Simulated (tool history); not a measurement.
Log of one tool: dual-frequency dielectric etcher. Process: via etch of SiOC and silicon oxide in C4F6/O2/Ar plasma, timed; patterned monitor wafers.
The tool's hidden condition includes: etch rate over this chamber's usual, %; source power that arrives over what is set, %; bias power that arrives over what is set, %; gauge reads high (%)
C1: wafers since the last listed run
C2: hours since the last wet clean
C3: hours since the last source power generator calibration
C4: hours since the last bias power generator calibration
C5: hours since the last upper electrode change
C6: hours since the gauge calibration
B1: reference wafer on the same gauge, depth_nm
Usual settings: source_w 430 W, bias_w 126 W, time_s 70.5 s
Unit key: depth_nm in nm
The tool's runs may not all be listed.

run 1 hour=0.0 | source_w=450 bias_w=126 time_s=70.5 | C1=0 C2=292.6 C3=3463.7 C4=828.2 C5=4081.7 C6=229.9 | B1=64.4 | depth_nm=79.2
-- hour=29.5 wet clean of the chamber
run 2 hour=30.0 | source_w=430 bias_w=140 time_s=70.5 | C1=83 C2=0.5 C3=3493.7 C4=858.2 C5=4111.7 C6=259.9 | B1=64.5 | depth_nm=80.5
run 3 hour=83.2 | source_w=430 bias_w=140 time_s=70.5 | C1=741 C2=53.7 C3=3546.9 C4=911.4 C5=4164.9 C6=313.1 | B1=64.6 | depth_nm=80.7
run 4 hour=142.1 | source_w=340 bias_w=117 time_s=70.5 | C1=820 C2=112.6 C3=3605.8 C4=970.3 C5=4223.8 C6=372.0 | B1=64.7 | depth_nm=70.1
run 5 hour=177.4 | source_w=430 bias_w=126 time_s=70.5 | C1=491 C2=147.9 C3=3641.1 C4=1005.6 C5=4259.1 C6=407.3 | B1=64.8 | depth_nm=78.6
run 6 hour=207.6 | source_w=430 bias_w=126 time_s=70.5 | C1=420 C2=178.1 C3=3671.3 C4=1035.8 C5=4289.3 C6=437.5 | B1=64.8 | depth_nm=77.7
run 7 hour=258.2 | source_w=480 bias_w=126 time_s=70.5 | C1=705 C2=228.7 C3=3721.9 C4=1086.4 C5=4339.9 C6=488.1 | B1=64.9 | depth_nm=81.8
run 8 hour=291.8 | source_w=480 bias_w=126 time_s=70.5 | C1=468 C2=262.3 C3=3755.5 C4=1120.0 C5=4373.5 C6=521.7 | B1=64.8 | depth_nm=81.2
run 9 hour=319.8 | source_w=480 bias_w=126 time_s=70.5 | C1=390 C2=290.3 C3=3783.5 C4=1148.0 C5=4401.5 C6=549.7 | B1=64.8 | depth_nm=81.1
-- hour=347.9 wet clean of the chamber
run 10 hour=389.6 | source_w=430 bias_w=126 time_s=70.5 | C1=638 C2=41.7 C3=3853.3 C4=1217.8 C5=4471.3 C6=619.5 | B1=64.9 | depth_nm=78.5
run 11 hour=427.1 | source_w=430 bias_w=126 time_s=90.0 | C1=522 C2=79.2 C3=3890.8 C4=1255.3 C5=4508.8 C6=657.0 | B1=64.9 | depth_nm=99.2
run 12 hour=492.9 | source_w=350 bias_w=144 time_s=62.0 | C1=917 C2=145.0 C3=3956.6 C4=1321.1 C5=4574.6 C6=722.8 | B1=65.0 | depth_nm=66.4
-- hour=506.6 source power generator calibrated
-- hour=512.4 gauge calibrated
run 13 hour=532.2 | source_w=510 bias_w=126 time_s=85.0 | C1=491 C2=184.3 C3=25.6 C4=1360.4 C5=4613.9 C6=19.8 | B1=63.6 | depth_nm=97.7
-- hour=607.1 upper electrode replaced
run 14 hour=607.6 | source_w=430 bias_w=126 time_s=70.5 | C1=716 C2=259.7 C3=101.0 C4=1435.8 C5=0.5 C6=95.2 | B1=64.1 | depth_nm=77.5
run 15 hour=642.1 | source_w=470 bias_w=95 time_s=56.0 | C1=480 C2=294.2 C3=135.5 C4=1470.3 C5=35.0 C6=129.7 | B1=64.1 | depth_nm=59.1
-- hour=653.0 bias power generator calibrated
-- hour=695.0 wet clean of the chamber
run 16 hour=695.5 | source_w=430 bias_w=126 time_s=70.5 | C1=354 C2=0.5 C3=188.9 C4=42.5 C5=88.4 C6=183.1 | B1=64.3 | depth_nm=77.4
run 17 hour=719.0 | source_w=390 bias_w=126 time_s=70.5 | C1=327 C2=24.0 C3=212.4 C4=66.0 C5=111.9 C6=206.6 | B1=64.2 | depth_nm=75.4
run 18 hour=891.2 | source_w=430 bias_w=152 time_s=70.5 | C1=2400 C2=196.2 C3=384.6 C4=238.2 C5=284.1 C6=378.8 | B1=64.6 | depth_nm=82.5

State the hidden condition of the tool at each of the runs:
etch rate over this chamber's usual, %: 0 on each run
source power that arrives over what is set, %: 0 on each run
bias power that arrives over what is set, %: 0 on each run
H1: gauge reads high (%)
run=1 H1=1.55
run=2 H1=1.65
run=3 H1=1.8
run=4 H1=1.93
run=5 H1=1.99
run=6 H1=2.04
run=7 H1=2.1
run=8 H1=2.14
run=9 H1=2.17
run=10 H1=2.22
run=11 H1=2.24
run=12 H1=2.27
run=13 H1=0.162
run=14 H1=0.726
run=15 H1=0.93
run=16 H1=1.19
run=17 H1=1.29
run=18 H1=1.76
